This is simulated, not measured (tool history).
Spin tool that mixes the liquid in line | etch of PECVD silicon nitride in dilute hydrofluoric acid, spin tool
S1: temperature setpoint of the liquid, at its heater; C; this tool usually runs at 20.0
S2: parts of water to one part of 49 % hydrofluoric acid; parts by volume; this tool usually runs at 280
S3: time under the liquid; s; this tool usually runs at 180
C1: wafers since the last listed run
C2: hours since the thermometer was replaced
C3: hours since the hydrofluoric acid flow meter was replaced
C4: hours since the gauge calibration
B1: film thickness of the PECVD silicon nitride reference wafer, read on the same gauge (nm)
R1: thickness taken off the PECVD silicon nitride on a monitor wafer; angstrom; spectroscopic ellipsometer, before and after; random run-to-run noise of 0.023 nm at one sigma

run	day	S1	S2	S3	C1	C2	C3	C4	B1	R1
1	0.000	20.0	280	180	0	2746.9	1509.2	323.1	109.974	25.26
2	0.633	18.5	280	180	71	2762.1	1524.4	338.3	109.976	23.32
3	1.467	18.5	280	180	94	2782.1	1544.4	358.3	109.978	22.87
4	2.721	24.0	280	180	141	2812.2	1574.5	388.4	110.025	32.85
5	4.088	20.0	335	180	154	2845.0	1607.3	421.2	109.978	21.11
6	5.204	20.0	280	180	126	2871.8	1634.1	448.0	110.010	25.63
7	5.788	20.0	280	180	65	2885.8	1648.1	462.0	109.996	26.28
8	6.483	20.0	280	180	78	2902.5	1664.8	478.7	110.027	26.02
9	7.408	20.0	280	180	104	2924.7	1687.0	500.9	109.993	25.96
10	7.912	20.0	280	180	57	2936.8	1699.1	513.0	110.024	25.97
11	8.433	20.0	280	180	58	2949.3	1711.6	525.5	110.028	25.90
# day 9.246: thermometer replaced
12	9.746	22.5	280	240	143	12.0	1743.1	557.0	110.033	34.75
13	10.262	21.5	280	240	58	24.4	1755.5	569.4	109.997	32.78
14	11.533	17.0	245	80	143	54.9	1786.0	599.9	109.991	8.97
15	12.629	18.5	280	180	123	81.2	1812.3	626.2	110.020	20.15
16	13.742	20.0	280	180	125	107.9	1839.0	652.9	110.013	21.76
17	15.012	20.0	280	180	143	138.4	1869.5	683.4	110.033	22.58
18	15.700	20.0	400	180	77	154.9	1886.0	699.9	109.998	15.92
# day 16.408: gauge calibrated
19	16.638	20.0	280	180	106	177.4	1908.5	5.5	109.994	22.42
20	20.738	24.5	280	105	463	275.8	2006.9	103.9	110.035	17.37
21	21.312	22.0	280	180	65	289.6	2020.7	117.7	109.966	26.14
22	22.358	21.5	245	150	118	314.7	2045.8	142.8	109.988	23.82
23	23.833	20.0	280	235	166	350.1	2081.2	178.2	110.003	30.15
# day 23.921: hydrofluoric acid flow meter replaced
24	25.138	22.0	365	105	142	381.4	29.2	209.5	110.005	10.39
25	26.488	17.0	355	285	152	413.8	61.6	241.9	109.987	21.45
26	27.183	20.0	195	125	78	430.5	78.3	258.6	110.031	20.85
27	28.429	20.0	280	180	140	460.4	108.2	288.5	110.003	20.74
28	29.050	20.0	280	180	70	475.3	123.1	303.4	109.974	21.08
29	30.158	20.0	280	180	125	501.9	149.7	330.0	110.004	20.48
30	31.308	17.0	405	180	130	529.5	177.3	357.6	109.990	12.18
31	32.754	20.0	370	180	163	564.2	212.0	392.3	110.010	16.27

The same runs without the tool's hidden state, with the same run-to-run variation:
Hidden state present: liquid hotter than its thermometer reads (K); hydrofluoric acid flow above the setpoint (%); gauge reads high (%).
run	R1
1	19.78
2	18.21
3	17.81
4	25.67
5	16.42
6	19.81
7	20.28
8	20.05
9	19.95
10	19.94
11	19.85
12	31.33
13	29.51
14	8.07
15	18.05
16	19.43
17	20.10
18	14.16
19	19.88
20	15.21
21	22.88
22	20.80
23	26.24
24	10.00
25	20.53
26	19.91
27	19.75
28	20.04
29	19.41
30	11.52
31	15.34
